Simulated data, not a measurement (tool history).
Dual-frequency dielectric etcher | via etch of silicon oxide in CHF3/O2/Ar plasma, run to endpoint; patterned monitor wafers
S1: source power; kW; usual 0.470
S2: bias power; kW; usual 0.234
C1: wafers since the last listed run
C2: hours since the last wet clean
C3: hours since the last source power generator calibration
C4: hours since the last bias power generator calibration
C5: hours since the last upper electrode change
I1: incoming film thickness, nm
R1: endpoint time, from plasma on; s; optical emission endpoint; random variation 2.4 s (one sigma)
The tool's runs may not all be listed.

| run | hour | S1 | S2 | C1 | C2 | C3 | C4 | C5 | I1 | R1 |
|---|---|---|---|---|---|---|---|---|---|---|
| 1 | 0.0 | 0.470 | 0.191 | 0 | 381.4 | 2438.6 | 3263.1 | 4663.8 | 571.1 | 336.2 |
| 2 | 95.1 | 0.470 | 0.191 | 292 | 476.5 | 2533.7 | 3358.2 | 4758.9 | 565.7 | 334.6 |
| 3 | 193.4 | 0.470 | 0.234 | 302 | 574.8 | 2632.0 | 3456.5 | 4857.2 | 565.6 | 316.0 |
|  | 249.4 | wet clean of the chamber |
| 4 | 290.4 | 0.470 | 0.248 | 224 | 41.0 | 2729.0 | 3553.5 | 4954.2 | 570.8 | 306.7 |
| 5 | 367.4 | 0.470 | 0.248 | 236 | 118.0 | 2806.0 | 3630.5 | 5031.2 | 560.0 | 305.9 |
| 6 | 406.7 | 0.470 | 0.234 | 120 | 157.3 | 2845.3 | 3669.8 | 5070.5 | 564.7 | 312.4 |
| 7 | 472.0 | 0.470 | 0.234 | 200 | 222.6 | 2910.6 | 3735.1 | 5135.8 | 562.2 | 309.5 |
| 8 | 577.0 | 0.540 | 0.234 | 322 | 327.6 | 3015.6 | 3840.1 | 5240.8 | 564.9 | 293.8 |
|  | 645.7 | upper electrode replaced |
| 9 | 659.4 | 0.540 | 0.234 | 179 | 410.0 | 3098.0 | 3922.5 | 13.7 | 563.2 | 298.1 |
| 10 | 717.0 | 0.540 | 0.234 | 176 | 467.6 | 3155.6 | 3980.1 | 71.3 | 564.2 | 297.7 |
| 11 | 794.2 | 0.470 | 0.234 | 237 | 544.8 | 3232.8 | 4057.3 | 148.5 | 570.1 | 314.4 |
|  | 831.0 | wet clean of the chamber |
| 12 | 893.4 | 0.510 | 0.219 | 231 | 62.4 | 3332.0 | 4156.5 | 247.7 | 560.6 | 301.8 |
| 13 | 959.3 | 0.510 | 0.219 | 202 | 128.3 | 3397.9 | 4222.4 | 313.6 | 560.7 | 300.9 |
| 14 | 1038.0 | 0.590 | 0.262 | 241 | 207.0 | 3476.6 | 4301.1 | 392.3 | 560.2 | 273.8 |
| 15 | 1137.9 | 0.470 | 0.234 | 306 | 306.9 | 3576.5 | 4401.0 | 492.2 | 563.3 | 311.9 |
| 16 | 1174.3 | 0.410 | 0.266 | 111 | 343.3 | 3612.9 | 4437.4 | 528.6 | 568.8 | 315.9 |
| 17 | 1243.1 | 0.430 | 0.252 | 211 | 412.1 | 3681.7 | 4506.2 | 597.4 | 566.6 | 317.1 |
| 18 | 1316.9 | 0.470 | 0.234 | 226 | 485.9 | 3755.5 | 4580.0 | 671.2 | 560.5 | 309.3 |
| 19 | 1384.4 | 0.500 | 0.206 | 207 | 553.4 | 3823.0 | 4647.5 | 738.7 | 564.9 | 316.4 |
| 20 | 1424.9 | 0.410 | 0.192 | 124 | 593.9 | 3863.5 | 4688.0 | 779.2 | 561.1 | 344.3 |
|  | 1463.2 | wet clean of the chamber |
|  | 1490.4 | source power generator calibrated |
| 21 | 1502.8 | 0.380 | 0.258 | 153 | 39.6 | 12.4 | 4765.9 | 857.1 | 565.9 | 322.5 |
|  | 1649.6 | bias power generator calibrated |
| 22 | 1751.4 | 0.380 | 0.286 | 751 | 288.2 | 261.0 | 101.8 | 1105.7 | 568.5 | 316.4 |
| 23 | 1806.6 | 0.470 | 0.234 | 169 | 343.4 | 316.2 | 157.0 | 1160.9 | 564.2 | 307.8 |
| 24 | 1910.2 | 0.520 | 0.202 | 318 | 447.0 | 419.8 | 260.6 | 1264.5 | 569.1 | 314.6 |
| 25 | 1967.5 | 0.470 | 0.234 | 176 | 504.3 | 477.1 | 317.9 | 1321.8 | 564.7 | 309.2 |
|  | 2042.8 | wet clean of the chamber |
| 26 | 2043.3 | 0.380 | 0.234 | 159 | 0.5 | 552.9 | 393.7 | 1397.6 | 560.9 | 331.0 |
| 27 | 2094.5 | 0.470 | 0.234 | 157 | 51.7 | 604.1 | 444.9 | 1448.8 | 565.8 | 309.4 |
| 28 | 2155.4 | 0.470 | 0.280 | 187 | 112.6 | 665.0 | 505.8 | 1509.7 | 563.2 | 292.7 |
| 29 | 2225.2 | 0.420 | 0.182 | 214 | 182.4 | 734.8 | 575.6 | 1579.5 | 559.6 | 344.5 |
| 30 | 2263.5 | 0.470 | 0.187 | 117 | 220.7 | 773.1 | 613.9 | 1617.8 | 563.1 | 330.0 |
| 31 | 2337.3 | 0.470 | 0.234 | 226 | 294.5 | 846.9 | 687.7 | 1691.6 | 563.2 | 312.1 |
| 32 | 2394.5 | 0.470 | 0.234 | 175 | 351.7 | 904.1 | 744.9 | 1748.8 | 561.7 | 310.3 |
| 33 | 2441.9 | 0.470 | 0.248 | 145 | 399.1 | 951.5 | 792.3 | 1796.2 | 564.0 | 303.0 |
| 34 | 2524.9 | 0.400 | 0.202 | 255 | 482.1 | 1034.5 | 875.3 | 1879.2 | 565.7 | 341.4 |
| 35 | 2577.8 | 0.350 | 0.234 | 162 | 535.0 | 1087.4 | 928.2 | 1932.1 | 568.5 | 346.2 |
|  | 2639.4 | wet clean of the chamber |
| 36 | 2668.4 | 0.560 | 0.234 | 204 | 29.0 | 1178.0 | 1018.8 | 2022.7 | 563.8 | 292.7 |

How the hidden state differs across the entries between the runs, from the last listed run before each to the first after it:
Between runs 3 and 4: wet clean of the chamber (hour 249.4)
  no hidden state differs between the two runs
Between runs 8 and 9: upper electrode replaced (hour 645.7)
  no hidden state differs between the two runs
Between runs 11 and 12: wet clean of the chamber (hour 831.0)
  no hidden state differs between the two runs
Between runs 20 and 21: wet clean of the chamber (hour 1463.2); source power generator calibrated (hour 1490.4)
  no hidden state differs between the two runs
Between runs 21 and 22: bias power generator calibrated (hour 1649.6)
  no hidden state differs between the two runs
Between runs 25 and 26: wet clean of the chamber (hour 2042.8)
  no hidden state differs between the two runs
Between runs 35 and 36: wet clean of the chamber (hour 2639.4)
  no hidden state differs between the two runs
